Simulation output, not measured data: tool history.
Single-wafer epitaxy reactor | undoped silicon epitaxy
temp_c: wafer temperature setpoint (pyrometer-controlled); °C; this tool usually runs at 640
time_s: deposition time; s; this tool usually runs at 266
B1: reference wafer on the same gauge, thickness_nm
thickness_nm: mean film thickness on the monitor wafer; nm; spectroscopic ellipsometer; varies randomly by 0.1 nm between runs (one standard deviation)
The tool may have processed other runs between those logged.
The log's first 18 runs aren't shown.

Run 19, hour 1066.5: usual settings but temp_c 654 °C, time_s 282 s; B1 30.800. Result: thickness_nm 53.605 nm.
At hour 1202.2: pyrometer calibrated.
Run 20, hour 1222.2: usual settings but temp_c 644 °C, time_s 228 s; B1 30.676. Result: thickness_nm 33.871 nm.
Run 21, hour 1258.7: usual settings but temp_c 634 °C, time_s 299 s; B1 30.633. Result: thickness_nm 34.511 nm.
Run 22, hour 1303.8: usual settings but time_s 294 s; B1 30.589. Result: thickness_nm 39.454 nm.
Run 23, hour 1354.3: usual settings but temp_c 632 °C, time_s 244 s; B1 30.555. Result: thickness_nm 26.643 nm.
Run 24, hour 1411.5: usual settings but time_s 254 s; B1 30.516. Result: thickness_nm 34.026 nm.
At hour 1443.1: gauge calibrated.
Run 25, hour 1463.9: usual settings; B1 31.403. Result: thickness_nm 36.664 nm.
Run 26, hour 1666.0: usual settings but temp_c 654 °C, time_s 282 s; B1 31.413. Result: thickness_nm 54.968 nm.
Run 27, hour 1731.9: usual settings but time_s 303 s; B1 31.390. Result: thickness_nm 41.675 nm.
Run 28, hour 1761.6: usual settings but temp_c 645 °C, time_s 296 s; B1 31.380. Result: thickness_nm 46.194 nm.
Run 29, hour 1827.4: usual settings; B1 31.392. Result: thickness_nm 36.466 nm.
Run 30, hour 1894.4: usual settings but temp_c 632 °C, time_s 244 s; B1 31.371. Result: thickness_nm 27.216 nm.
Run 31, hour 1944.5: usual settings but temp_c 636 °C, time_s 251 s; B1 31.350. Result: thickness_nm 31.207 nm.
Run 32, hour 2005.3: usual settings but time_s 214 s; B1 31.334. Result: thickness_nm 29.430 nm.

Branching from run 32: 5 alternative next runs. What would each branch give?
Run A, hour 2005.8: usual settings; B1 ?. Result: thickness_nm ?.
Run B, hour 2005.8: usual settings but temp_c 636 °C, time_s 316 s; B1 ?. Result: thickness_nm ?.
Run C, hour 2005.8: usual settings but temp_c 633 °C; B1 ?. Result: thickness_nm ?.
Run D, hour 2005.8: usual settings but temp_c 651 °C, time_s 313 s; B1 ?. Result: thickness_nm ?.
Run E, hour 2005.8: usual settings but temp_c 627 °C, time_s 302 s; B1 ?. Result: thickness_nm ?.

run      B1  thickness_nm
  A  31.335        36.390
  B  31.335        39.036
  C  31.335        30.417
  D  31.335        56.399
  E  31.335        29.540
With the hidden condition removed and each run's random variation left untouched, the same runs would have given:
run  thickness_nm
  A        36.464
  B        39.115
  C        30.479
  D        56.514
  E        29.601
